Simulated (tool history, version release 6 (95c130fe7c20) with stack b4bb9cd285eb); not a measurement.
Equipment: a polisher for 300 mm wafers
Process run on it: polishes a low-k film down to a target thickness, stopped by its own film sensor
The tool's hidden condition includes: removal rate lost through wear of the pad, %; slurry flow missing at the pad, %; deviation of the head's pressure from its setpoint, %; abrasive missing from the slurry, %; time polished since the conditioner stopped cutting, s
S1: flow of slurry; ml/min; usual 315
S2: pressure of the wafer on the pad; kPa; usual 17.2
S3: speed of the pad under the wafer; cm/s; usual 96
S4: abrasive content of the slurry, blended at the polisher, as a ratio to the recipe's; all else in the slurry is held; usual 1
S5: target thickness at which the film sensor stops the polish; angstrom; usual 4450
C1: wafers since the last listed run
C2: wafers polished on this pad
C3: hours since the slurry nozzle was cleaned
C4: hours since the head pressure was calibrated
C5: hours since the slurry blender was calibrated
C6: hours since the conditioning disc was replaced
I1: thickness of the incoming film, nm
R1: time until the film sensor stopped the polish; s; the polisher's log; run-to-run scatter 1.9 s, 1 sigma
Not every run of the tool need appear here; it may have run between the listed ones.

{"run": 1, "day": 0.0, "S1": 315, "S2": 17.2, "S3": 96, "S4": 0.9, "S5": 4450, "C1": 0, "C2": 1619, "C3": 281.8, "C4": 1369, "C5": 323.6, "C6": 216.7, "I1": 510.2, "R1": 123.7}
{"run": 2, "day": 3.904, "S1": 315, "S2": 17.2, "S3": 96, "S4": 0.9, "S5": 4450, "C1": 741, "C2": 2361, "C3": 375.5, "C4": 1462.7, "C5": 417.3, "C6": 310.4, "I1": 509.7, "R1": 125.5}
{"day": 5.475, "done": "head pressure recalibrated"}
{"day": 6.4, "done": "slurry nozzle cleaned"}
{"day": 6.671, "done": "slurry blender recalibrated"}
{"day": 7.929, "done": "worn pad replaced by a new one"}
{"day": 9.142, "done": "conditioning disc replaced and pad reconditioned"}
{"run": 3, "day": 16.779, "S1": 315, "S2": 17.2, "S3": 96, "S4": 0.8, "S5": 4450, "C1": 2358, "C2": 1665, "C3": 249.1, "C4": 271.3, "C5": 242.6, "C6": 183.3, "I1": 508, "R1": 129.7}
{"run": 4, "day": 20.871, "S1": 315, "S2": 17.2, "S3": 96, "S4": 0.8, "S5": 4450, "C1": 777, "C2": 2442, "C3": 347.3, "C4": 369.5, "C5": 340.8, "C6": 281.5, "I1": 503.4, "R1": 121}
{"day": 23.712, "done": "slurry nozzle cleaned"}
{"day": 23.988, "done": "worn pad replaced by a new one"}
{"day": 24.104, "done": "conditioning disc replaced and pad reconditioned"}
{"run": 5, "day": 24.371, "S1": 315, "S2": 17.2, "S3": 96, "S4": 0.8, "S5": 4450, "C1": 609, "C2": 56, "C3": 15.8, "C4": 453.5, "C5": 424.8, "C6": 6.4, "I1": 501.7, "R1": 112.6}
{"run": 6, "day": 27.521, "S1": 315, "S2": 17.2, "S3": 96, "S4": 0.75, "S5": 4450, "C1": 598, "C2": 654, "C3": 91.4, "C4": 529.1, "C5": 500.4, "C6": 82, "I1": 505, "R1": 126.9}
{"day": 28.004, "done": "slurry blender recalibrated"}
{"run": 7, "day": 31.525, "S1": 315, "S2": 17.2, "S3": 96, "S4": 1, "S5": 4450, "C1": 744, "C2": 1399, "C3": 187.5, "C4": 625.2, "C5": 84.5, "C6": 178.1, "I1": 518.1, "R1": 133.2}
{"run": 8, "day": 33.246, "S1": 315, "S2": 17.2, "S3": 96, "S4": 1, "S5": 4450, "C1": 326, "C2": 1726, "C3": 228.8, "C4": 666.5, "C5": 125.8, "C6": 219.4, "I1": 510.2, "R1": 117.1}
{"run": 9, "day": 36.892, "S1": 315, "S2": 17.2, "S3": 96, "S4": 1, "S5": 4450, "C1": 692, "C2": 2419, "C3": 316.3, "C4": 754, "C5": 213.3, "C6": 306.9, "I1": 512.4, "R1": 120.1}
{"day": 39.612, "done": "worn pad replaced by a new one"}
{"day": 40.467, "done": "slurry nozzle cleaned"}
{"run": 10, "day": 40.679, "S1": 315, "S2": 17.2, "S3": 96, "S4": 1, "S5": 4450, "C1": 679, "C2": 194, "C3": 5.1, "C4": 844.9, "C5": 304.2, "C6": 397.8, "I1": 508.1, "R1": 116.2}
{"day": 42.708, "done": "conditioning disc replaced and pad reconditioned"}
{"run": 11, "day": 42.9, "S1": 315, "S2": 17.2, "S3": 96, "S4": 1, "S5": 4450, "C1": 406, "C2": 600, "C3": 58.4, "C4": 898.2, "C5": 357.5, "C6": 4.6, "I1": 508.6, "R1": 115.4}
{"run": 12, "day": 46.504, "S1": 315, "S2": 17.2, "S3": 96, "S4": 1, "S5": 4450, "C1": 684, "C2": 1284, "C3": 144.9, "C4": 984.7, "C5": 444, "C6": 91.1, "I1": 506.2, "R1": 112.5}
{"day": 47.196, "done": "slurry blender recalibrated"}
{"run": 13, "day": 50.338, "S1": 315, "S2": 17.2, "S3": 96, "S4": 1, "S5": 4330, "C1": 712, "C2": 1997, "C3": 236.9, "C4": 1076.7, "C5": 75.4, "C6": 183.1, "I1": 507.5, "R1": 135.8}
{"run": 14, "day": 53.696, "S1": 315, "S2": 12.4, "S3": 66, "S4": 1, "S5": 4300, "C1": 637, "C2": 2635, "C3": 317.5, "C4": 1157.3, "C5": 156, "C6": 263.7, "I1": 501.9, "R1": 224.9}
{"run": 15, "day": 56.2, "S1": 250, "S2": 20.7, "S3": 114, "S4": 1, "S5": 4530, "C1": 475, "C2": 3110, "C3": 377.6, "C4": 1217.4, "C5": 216.1, "C6": 323.8, "I1": 514.2, "R1": 86.9}
{"day": 57.062, "done": "slurry nozzle cleaned"}
{"day": 57.396, "done": "conditioning disc replaced and pad reconditioned"}
{"day": 57.825, "done": "worn pad replaced by a new one"}
{"run": 16, "day": 59.704, "S1": 315, "S2": 13.8, "S3": 96, "S4": 0.85, "S5": 4370, "C1": 610, "C2": 356, "C3": 63.4, "C4": 1301.5, "C5": 300.2, "C6": 55.4, "I1": 520.2, "R1": 191.8}
{"day": 62.412, "done": "head pressure recalibrated"}
{"run": 17, "day": 62.588, "S1": 315, "S2": 17.2, "S3": 96, "S4": 1.15, "S5": 4620, "C1": 531, "C2": 888, "C3": 132.6, "C4": 4.2, "C5": 369.4, "C6": 124.6, "I1": 509.3, "R1": 81}
{"day": 65.229, "done": "slurry blender recalibrated"}
{"run": 18, "day": 65.338, "S1": 315, "S2": 17.2, "S3": 96, "S4": 0.9, "S5": 4450, "C1": 506, "C2": 1395, "C3": 198.6, "C4": 70.2, "C5": 2.6, "C6": 190.6, "I1": 514.3, "R1": 129.7}
{"run": 19, "day": 67.746, "S1": 315, "S2": 17.2, "S3": 96, "S4": 1, "S5": 4330, "C1": 457, "C2": 1852, "C3": 256.4, "C4": 128, "C5": 60.4, "C6": 248.4, "I1": 509.6, "R1": 139.7}
{"run": 20, "day": 71.758, "S1": 315, "S2": 11, "S3": 62, "S4": 0.7, "S5": 4270, "C1": 762, "C2": 2614, "C3": 352.7, "C4": 224.3, "C5": 156.7, "C6": 344.7, "I1": 510.4, "R1": 346.2}
{"day": 73.254, "done": "slurry nozzle cleaned"}
{"day": 73.546, "done": "conditioning disc replaced and pad reconditioned"}
{"run": 21, "day": 75.562, "S1": 315, "S2": 17.2, "S3": 74, "S4": 1, "S5": 4450, "C1": 698, "C2": 3313, "C3": 55.4, "C4": 315.6, "C5": 248, "C6": 48.4, "I1": 505.7, "R1": 134.1}
{"day": 76.196, "done": "worn pad replaced by a new one"}
{"run": 22, "day": 78.504, "S1": 315, "S2": 17.2, "S3": 96, "S4": 1, "S5": 4330, "C1": 527, "C2": 438, "C3": 126, "C4": 386.2, "C5": 318.6, "C6": 119, "I1": 511.5, "R1": 140}
{"run": 23, "day": 80.417, "S1": 380, "S2": 17.2, "S3": 96, "S4": 1.2, "S5": 4450, "C1": 363, "C2": 801, "C3": 171.9, "C4": 432.1, "C5": 364.5, "C6": 164.9, "I1": 510.3, "R1": 108.1}
{"run": 24, "day": 83.462, "S1": 315, "S2": 17.2, "S3": 96, "S4": 1, "S5": 4450, "C1": 578, "C2": 1380, "C3": 245, "C4": 505.2, "C5": 437.6, "C6": 238, "I1": 507.4, "R1": 114.5}

What if the next run were any one of these 5? Each begins from the tool's condition after run 24:
{"run": "A", "day": 83.483, "S1": 315, "S2": 17.2, "S3": 96, "S4": 1, "S5": 4450, "C1": 3, "C2": 1384, "C3": 245.5, "C4": 505.7, "C5": 438.1, "C6": 238.5, "I1": 505.4, "R1": "?"}
{"run": "B", "day": 83.483, "S1": 315, "S2": 17.2, "S3": 96, "S4": 1, "S5": 4380, "C1": 3, "C2": 1384, "C3": 245.5, "C4": 505.7, "C5": 438.1, "C6": 238.5, "I1": 505.4, "R1": "?"}
{"run": "C", "day": 83.483, "S1": 245, "S2": 17.2, "S3": 96, "S4": 1, "S5": 4310, "C1": 3, "C2": 1384, "C3": 245.5, "C4": 505.7, "C5": 438.1, "C6": 238.5, "I1": 505.4, "R1": "?"}
{"run": "D", "day": 83.483, "S1": 215, "S2": 12.4, "S3": 96, "S4": 1, "S5": 4300, "C1": 3, "C2": 1384, "C3": 245.5, "C4": 505.7, "C5": 438.1, "C6": 238.5, "I1": 505.4, "R1": "?"}
{"run": "E", "day": 83.483, "S1": 315, "S2": 17.2, "S3": 112, "S4": 1.1, "S5": 4530, "C1": 3, "C2": 1384, "C3": 245.5, "C4": 505.7, "C5": 438.1, "C6": 238.5, "I1": 505.4, "R1": "?"}

run=A R1=108.8
run=B R1=121.4
run=C R1=137.5
run=D R1=181.1
run=E R1=80.3
Had the tool no hidden state, the same runs would have come out as:
run=A R1=108.8
run=B R1=121.4
run=C R1=137.5
run=D R1=181.1
run=E R1=80.3
